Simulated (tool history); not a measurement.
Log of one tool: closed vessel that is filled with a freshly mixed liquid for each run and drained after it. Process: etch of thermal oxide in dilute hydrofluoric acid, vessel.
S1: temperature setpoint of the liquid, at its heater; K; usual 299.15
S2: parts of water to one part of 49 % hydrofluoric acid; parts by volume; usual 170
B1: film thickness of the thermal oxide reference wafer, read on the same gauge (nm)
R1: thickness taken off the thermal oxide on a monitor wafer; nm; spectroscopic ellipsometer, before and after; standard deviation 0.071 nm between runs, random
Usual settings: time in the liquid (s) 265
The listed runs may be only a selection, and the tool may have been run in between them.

{"run": 1, "day": 0.0, "S1": 299.15, "S2": 145, "time in the liquid (s)": 265, "B1": 61.59, "R1": 9.3}
{"run": 2, "day": 0.842, "S1": 299.15, "S2": 145, "time in the liquid (s)": 265, "B1": 61.63, "R1": 9.22}
{"run": 3, "day": 1.992, "S1": 299.15, "S2": 145, "time in the liquid (s)": 265, "B1": 61.66, "R1": 9.28}
{"run": 4, "day": 3.146, "S1": 299.15, "S2": 170, "time in the liquid (s)": 200, "B1": 61.7, "R1": 5.78}
{"run": 5, "day": 3.942, "S1": 299.15, "S2": 170, "time in the liquid (s)": 265, "B1": 61.71, "R1": 7.74}
{"run": 6, "day": 5.104, "S1": 299.15, "S2": 170, "time in the liquid (s)": 265, "B1": 61.68, "R1": 7.7}
{"run": 7, "day": 5.896, "S1": 299.15, "S2": 170, "time in the liquid (s)": 265, "B1": 61.69, "R1": 7.6}
{"day": 6.208, "done": "gauge calibrated"}
{"run": 8, "day": 7.325, "S1": 299.15, "S2": 170, "time in the liquid (s)": 265, "B1": 60.52, "R1": 7.64}
{"run": 9, "day": 8.167, "S1": 297.15, "S2": 170, "time in the liquid (s)": 265, "B1": 60.65, "R1": 6.92}
{"day": 8.679, "done": "hydrofluoric acid flow meter replaced"}
{"run": 10, "day": 8.842, "S1": 302.15, "S2": 170, "time in the liquid (s)": 265, "B1": 60.79, "R1": 8.53}
{"run": 11, "day": 10.096, "S1": 302.15, "S2": 170, "time in the liquid (s)": 265, "B1": 60.94, "R1": 8.5}
{"run": 12, "day": 11.425, "S1": 299.15, "S2": 120, "time in the liquid (s)": 265, "B1": 61.13, "R1": 11.37}
{"run": 13, "day": 12.162, "S1": 296.15, "S2": 145, "time in the liquid (s)": 205, "B1": 61.2, "R1": 6.22}
{"run": 14, "day": 13.583, "S1": 299.15, "S2": 170, "time in the liquid (s)": 265, "B1": 61.34, "R1": 7.68}
{"run": 15, "day": 14.271, "S1": 299.15, "S2": 170, "time in the liquid (s)": 265, "B1": 61.38, "R1": 7.69}
{"run": 16, "day": 14.829, "S1": 299.15, "S2": 170, "time in the liquid (s)": 265, "B1": 61.46, "R1": 7.67}
{"run": 17, "day": 15.521, "S1": 303.15, "S2": 235, "time in the liquid (s)": 115, "B1": 61.47, "R1": 2.56}
{"day": 15.712, "done": "thermometer replaced"}
{"run": 18, "day": 16.688, "S1": 299.15, "S2": 170, "time in the liquid (s)": 265, "B1": 61.58, "R1": 7.75}
{"run": 19, "day": 17.942, "S1": 297.65, "S2": 245, "time in the liquid (s)": 340, "B1": 61.7, "R1": 5.86}
{"run": 20, "day": 18.767, "S1": 299.15, "S2": 170, "time in the liquid (s)": 115, "B1": 61.73, "R1": 3.36}
{"run": 21, "day": 19.983, "S1": 303.65, "S2": 170, "time in the liquid (s)": 390, "B1": 61.8, "R1": 13.47}
{"run": 22, "day": 21.117, "S1": 299.15, "S2": 170, "time in the liquid (s)": 265, "B1": 61.88, "R1": 7.61}
{"run": 23, "day": 21.833, "S1": 301.65, "S2": 170, "time in the liquid (s)": 265, "B1": 61.91, "R1": 8.51}
{"run": 24, "day": 22.771, "S1": 295.65, "S2": 215, "time in the liquid (s)": 425, "B1": 61.96, "R1": 8.17}
{"run": 25, "day": 24.021, "S1": 301.15, "S2": 105, "time in the liquid (s)": 360, "B1": 61.99, "R1": 19.88}
{"run": 26, "day": 25.312, "S1": 299.15, "S2": 170, "time in the liquid (s)": 265, "B1": 62.05, "R1": 7.64}
{"run": 27, "day": 26.1, "S1": 303.65, "S2": 115, "time in the liquid (s)": 265, "B1": 62.07, "R1": 14.8}
{"run": 28, "day": 26.983, "S1": 299.15, "S2": 135, "time in the liquid (s)": 265, "B1": 62.11, "R1": 9.96}
{"run": 29, "day": 28.112, "S1": 297.15, "S2": 110, "time in the liquid (s)": 330, "B1": 62.16, "R1": 14.68}
{"run": 30, "day": 30.704, "S1": 299.15, "S2": 170, "time in the liquid (s)": 265, "B1": 62.23, "R1": 7.69}
{"run": 31, "day": 32.079, "S1": 299.15, "S2": 170, "time in the liquid (s)": 265, "B1": 62.23, "R1": 7.74}
{"run": 32, "day": 32.729, "S1": 299.15, "S2": 170, "time in the liquid (s)": 155, "B1": 62.22, "R1": 4.63}
{"run": 33, "day": 36.925, "S1": 302.65, "S2": 250, "time in the liquid (s)": 330, "B1": 62.36, "R1": 6.73}

Forecast each of these 5 alternatives for the next run:
{"run": "A", "day": 36.954, "S1": 297.65, "S2": 170, "time in the liquid (s)": 265, "B1": "?", "R1": "?"}
{"run": "B", "day": 36.954, "S1": 299.15, "S2": 115, "time in the liquid (s)": 410, "B1": "?", "R1": "?"}
{"run": "C", "day": 36.954, "S1": 299.15, "S2": 145, "time in the liquid (s)": 120, "B1": "?", "R1": "?"}
{"run": "D", "day": 36.954, "S1": 295.65, "S2": 170, "time in the liquid (s)": 120, "B1": "?", "R1": "?"}
{"run": "E", "day": 36.954, "S1": 299.15, "S2": 90, "time in the liquid (s)": 180, "B1": "?", "R1": "?"}

run=A B1=62.35 R1=7.45
run=B B1=62.35 R1=19.27
run=C B1=62.35 R1=4.31
run=D B1=62.35 R1=3.13
run=E B1=62.35 R1=11.16
Without the tool's unlogged condition, the same runs would have read:
run=A R1=7.17
run=B R1=18.54
run=C R1=4.15
run=D R1=3.01
run=E R1=10.74

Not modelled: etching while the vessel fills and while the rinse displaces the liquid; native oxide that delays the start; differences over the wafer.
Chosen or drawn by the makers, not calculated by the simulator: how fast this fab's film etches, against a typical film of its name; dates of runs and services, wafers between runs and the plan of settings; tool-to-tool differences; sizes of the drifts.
